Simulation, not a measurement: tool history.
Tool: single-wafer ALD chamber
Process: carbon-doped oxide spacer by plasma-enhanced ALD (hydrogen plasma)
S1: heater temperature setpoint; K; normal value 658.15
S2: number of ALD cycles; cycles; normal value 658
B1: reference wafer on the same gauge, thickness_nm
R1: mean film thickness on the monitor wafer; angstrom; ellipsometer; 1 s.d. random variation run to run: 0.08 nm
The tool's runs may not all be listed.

run 1 day=0.000 | S1=658.15 S2=658 | B1=36.493 | R1=318.33
run 2 day=2.479 | S1=653.15 S2=558 | B1=36.492 | R1=271.34
run 3 day=4.550 | S1=653.15 S2=558 | B1=36.517 | R1=272.81
run 4 day=6.492 | S1=653.15 S2=558 | B1=36.475 | R1=270.99
run 5 day=10.462 | S1=664.15 S2=658 | B1=36.511 | R1=319.21
run 6 day=12.567 | S1=664.15 S2=658 | B1=36.507 | R1=319.21
run 7 day=15.529 | S1=664.15 S2=658 | B1=36.523 | R1=319.41
run 8 day=16.967 | S1=654.15 S2=658 | B1=36.484 | R1=318.89
run 9 day=19.879 | S1=658.15 S2=586 | B1=36.510 | R1=284.96
run 10 day=21.733 | S1=658.15 S2=658 | B1=36.497 | R1=319.59
run 11 day=30.271 | S1=658.15 S2=658 | B1=36.520 | R1=318.84
run 12 day=32.321 | S1=658.15 S2=658 | B1=36.518 | R1=317.84
-- day=33.912 gauge calibrated
run 13 day=34.171 | S1=658.15 S2=658 | B1=36.510 | R1=319.34
run 14 day=35.808 | S1=658.15 S2=658 | B1=36.516 | R1=319.84
run 15 day=37.817 | S1=658.15 S2=658 | B1=36.498 | R1=318.57
run 16 day=39.054 | S1=658.15 S2=658 | B1=36.517 | R1=319.48
run 17 day=40.854 | S1=658.15 S2=658 | B1=36.485 | R1=320.00
run 18 day=43.346 | S1=648.15 S2=658 | B1=36.510 | R1=319.96
run 19 day=45.217 | S1=673.15 S2=620 | B1=36.518 | R1=300.56
run 20 day=47.450 | S1=672.15 S2=713 | B1=36.522 | R1=345.68
run 21 day=48.900 | S1=658.15 S2=658 | B1=36.511 | R1=319.86
run 22 day=51.754 | S1=658.15 S2=658 | B1=36.487 | R1=318.70
run 23 day=54.617 | S1=663.15 S2=557 | B1=36.499 | R1=271.03
run 24 day=56.588 | S1=658.15 S2=658 | B1=36.514 | R1=319.75
run 25 day=58.367 | S1=671.15 S2=753 | B1=36.498 | R1=367.04
run 26 day=60.921 | S1=646.15 S2=748 | B1=36.514 | R1=363.52
-- day=61.529 thermocouple changed; heater temperature recalibrated
run 27 day=62.808 | S1=662.15 S2=739 | B1=36.473 | R1=357.54
run 28 day=65.254 | S1=645.15 S2=740 | B1=36.510 | R1=359.69
run 29 day=67.142 | S1=658.15 S2=658 | B1=36.497 | R1=318.63
run 30 day=69.308 | S1=652.15 S2=579 | B1=36.482 | R1=281.55
run 31 day=71.671 | S1=652.15 S2=562 | B1=36.513 | R1=273.92
run 32 day=73.954 | S1=658.15 S2=658 | B1=36.507 | R1=318.44
run 33 day=75.879 | S1=658.15 S2=658 | B1=36.476 | R1=320.01
run 34 day=77.725 | S1=653.15 S2=658 | B1=36.520 | R1=319.81
run 35 day=79.296 | S1=670.15 S2=604 | B1=36.512 | R1=295.09
run 36 day=80.688 | S1=650.15 S2=658 | B1=36.526 | R1=319.75
run 37 day=81.688 | S1=672.15 S2=589 | B1=36.483 | R1=286.80

Run-by-run hidden state of the tool:
wafer temperature above the value expected at the setpoint (K): 0 across all the runs
gauge reads high (%): 0 across all the runs
